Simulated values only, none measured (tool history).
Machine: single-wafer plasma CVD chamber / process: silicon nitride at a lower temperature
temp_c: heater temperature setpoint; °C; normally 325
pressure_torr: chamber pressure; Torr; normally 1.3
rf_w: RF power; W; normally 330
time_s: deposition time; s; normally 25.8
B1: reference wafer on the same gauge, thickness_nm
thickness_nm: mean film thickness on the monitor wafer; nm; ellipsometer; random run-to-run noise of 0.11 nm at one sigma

run 1 hour=0 | temp_c=325 pressure_torr=1.3 rf_w=315 time_s=25.8 | B1=30.397 | thickness_nm=28.939
run 2 hour=38.9 | temp_c=325 pressure_torr=1.3 rf_w=330 time_s=25.8 | B1=30.364 | thickness_nm=30.031
run 3 hour=109.1 | temp_c=325 pressure_torr=1.3 rf_w=330 time_s=25.8 | B1=30.372 | thickness_nm=29.83
run 4 hour=174.6 | temp_c=325 pressure_torr=1.3 rf_w=330 time_s=25.8 | B1=30.337 | thickness_nm=29.883
run 5 hour=245.5 | temp_c=325 pressure_torr=1.3 rf_w=330 time_s=25.8 | B1=30.318 | thickness_nm=29.677
run 6 hour=305.5 | temp_c=325 pressure_torr=1.3 rf_w=330 time_s=25.8 | B1=30.226 | thickness_nm=29.983
run 7 hour=352.7 | temp_c=325 pressure_torr=1.2 rf_w=330 time_s=25.8 | B1=30.315 | thickness_nm=29.508
run 8 hour=379.6 | temp_c=325 pressure_torr=1.2 rf_w=330 time_s=25.8 | B1=30.225 | thickness_nm=29.366
run 9 hour=410.7 | temp_c=325 pressure_torr=1.23 rf_w=330 time_s=22.2 | B1=30.259 | thickness_nm=25.475
run 10 hour=440.5 | temp_c=325 pressure_torr=1.23 rf_w=330 time_s=22.2 | B1=30.173 | thickness_nm=25.356
-- hour=453.7 RF generator calibrated
run 11 hour=484.2 | temp_c=325 pressure_torr=1.23 rf_w=330 time_s=22.2 | B1=30.18 | thickness_nm=25.274
run 12 hour=527.2 | temp_c=325 pressure_torr=1.3 rf_w=330 time_s=25.8 | B1=30.195 | thickness_nm=29.496
run 13 hour=583.6 | temp_c=310 pressure_torr=1.3 rf_w=330 time_s=25.8 | B1=30.154 | thickness_nm=29.509
-- hour=607.2 gauge calibrated
run 14 hour=647.4 | temp_c=332 pressure_torr=1.51 rf_w=330 time_s=25.8 | B1=30.588 | thickness_nm=30.488
run 15 hour=679.1 | temp_c=337 pressure_torr=1.12 rf_w=355 time_s=22.8 | B1=30.557 | thickness_nm=26.988
run 16 hour=746.3 | temp_c=332 pressure_torr=1.3 rf_w=275 time_s=25.8 | B1=30.501 | thickness_nm=26.477
-- hour=773.7 capacitance manometer re-zeroed and calibrated
run 17 hour=774.2 | temp_c=325 pressure_torr=1.3 rf_w=375 time_s=25.8 | B1=30.584 | thickness_nm=32.668
-- hour=815.6 showerhead replaced
run 18 hour=816.1 | temp_c=312 pressure_torr=0.98 rf_w=385 time_s=22.7 | B1=30.594 | thickness_nm=28.137
-- hour=830.3 thermocouple changed; heater temperature recalibrated
run 19 hour=857.9 | temp_c=325 pressure_torr=1.3 rf_w=315 time_s=25.8 | B1=30.484 | thickness_nm=29.019
run 20 hour=899.8 | temp_c=325 pressure_torr=1.23 rf_w=330 time_s=22.2 | B1=30.576 | thickness_nm=25.604
run 21 hour=926.1 | temp_c=325 pressure_torr=1.3 rf_w=285 time_s=25.8 | B1=30.523 | thickness_nm=27.134
run 22 hour=967.2 | temp_c=333 pressure_torr=1.47 rf_w=285 time_s=30 | B1=30.507 | thickness_nm=31.885
run 23 hour=993.7 | temp_c=325 pressure_torr=1.3 rf_w=330 time_s=25.8 | B1=30.52 | thickness_nm=29.849
run 24 hour=1054.3 | temp_c=325 pressure_torr=1.3 rf_w=365 time_s=27.5 | B1=30.493 | thickness_nm=33.924
run 25 hour=1088.3 | temp_c=317 pressure_torr=1.3 rf_w=330 time_s=23 | B1=30.466 | thickness_nm=26.736

5 ways to go on from here, each from the tool as it stands after run 25. What would each give?
run A hour=1088.7 | temp_c=317 pressure_torr=1.3 rf_w=330 time_s=25.8 | B1=? | thickness_nm=?
run B hour=1088.7 | temp_c=333 pressure_torr=1.3 rf_w=330 time_s=25.8 | B1=? | thickness_nm=?
run C hour=1088.7 | temp_c=325 pressure_torr=1.3 rf_w=305 time_s=25.8 | B1=? | thickness_nm=?
run D hour=1088.7 | temp_c=325 pressure_torr=1.3 rf_w=330 time_s=28.4 | B1=? | thickness_nm=?
run E hour=1088.7 | temp_c=335 pressure_torr=1.3 rf_w=375 time_s=22.7 | B1=? | thickness_nm=?

run=A B1=30.491 thickness_nm=30.129
run=B B1=30.491 thickness_nm=29.982
run=C B1=30.491 thickness_nm=28.551
run=D B1=30.491 thickness_nm=33.078
run=E B1=30.491 thickness_nm=28.574
With the hidden condition removed and each run's random variation left untouched, the same runs would have given:
run=A thickness_nm=30.158
run=B thickness_nm=30.011
run=C thickness_nm=28.579
run=D thickness_nm=33.11
run=E thickness_nm=28.602

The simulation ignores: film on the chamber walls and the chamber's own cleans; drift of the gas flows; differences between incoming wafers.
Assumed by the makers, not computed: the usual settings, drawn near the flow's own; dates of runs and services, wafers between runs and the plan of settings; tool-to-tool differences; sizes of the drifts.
